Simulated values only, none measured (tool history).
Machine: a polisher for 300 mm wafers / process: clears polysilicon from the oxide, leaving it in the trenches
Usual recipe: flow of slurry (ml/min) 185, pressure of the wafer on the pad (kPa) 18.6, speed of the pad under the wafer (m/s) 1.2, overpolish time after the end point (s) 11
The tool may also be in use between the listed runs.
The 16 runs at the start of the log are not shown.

run    hour  flow of slurry (ml/min)  pressure of the wafer on the pad (kPa)  speed of the pad under the wafer (m/s)  overpolish time after the end point (s)  incoming thickness of the incoming film, nm  time until the end point was called (s)
 17  1250.4                      185                                    18.6                                     1.2                                       11                                        725.1                                       41
 18  1326.4                      130                                    15.9                                     1.2                                       11                                        735.3                                     52.2
 19  1410.3                      185                                    18.6                                     1.2                                       11                                        715.1                                     41.7
 20  1448.9                      240                                    21.4                                     1.2                                       11                                        711.5                                     35.4
     1474.5  -- worn pad replaced by a new one
 21    1510                      185                                    18.6                                     1.2                                       11                                          715                                       42
     1698.9  -- slurry nozzle cleaned
     1726.6  -- head pressure recalibrated
 22  1757.6                      185                                    18.6                                     1.2                                       11                                        716.4                                     45.3
 23  2047.8                      185                                    16.5                                     1.2                                       11                                        718.8                                       48
 24  2134.6                      235                                    18.6                                     1.2                                       11                                        722.5                                     42.3
 25  2234.6                      240                                    18.6                                    1.48                                       11                                        716.9                                     33.3
 26  2326.3                      185                                    16.5                                    1.08                                       11                                        723.5                                     52.2
 27  2402.5                      210                                    21.4                                     1.2                                       15                                        722.2                                     37.3
     2428.6  -- worn pad replaced by a new one
     2450.9  -- slurry nozzle cleaned
 28  2507.5                      185                                    20.7                                    1.06                                       15                                        724.9                                     40.8
 29  2593.7                      185                                    18.6                                     1.2                                       11                                        715.9                                     39.4
     2608.6  -- head pressure recalibrated
 30  2668.1                      215                                    18.6                                     1.2                                       11                                        721.8                                     42.6
 31  2875.6                      225                                    18.6                                     1.2                                        9                                        715.2                                     39.9
 32  2955.2                      185                                    24.8                                     1.6                                        7                                        714.5                                     22.9
 33  3016.8                      125                                    13.1                                     1.2                                       11                                          726                                       62
 34  3111.4                      150                                    15.9                                     1.2                                       11                                        724.3                                     50.7
 35  3218.4                      185                                    22.1                                     1.2                                        7                                        724.5                                     35.3

Each row is a separate what-if for the run after 35, all from the same tool condition, not one after another. Results?
  A  3218.8                      185                                    15.9                                     1.2                                       11                                        727.9                                        ?
  B  3218.8                      160                                    18.6                                     1.2                                       11                                        727.9                                        ?
  C  3218.8                      155                                    18.6                                     1.2                                       11                                        727.9                                        ?

run  time until the end point was called (s)
  A                                     48.3
  B                                     42.5
  C                                     42.7
What these runs would have given with no unlogged condition in the tool:
run  time until the end point was called (s)
  A                                     51.8
  B                                     45.3
  C                                     45.4

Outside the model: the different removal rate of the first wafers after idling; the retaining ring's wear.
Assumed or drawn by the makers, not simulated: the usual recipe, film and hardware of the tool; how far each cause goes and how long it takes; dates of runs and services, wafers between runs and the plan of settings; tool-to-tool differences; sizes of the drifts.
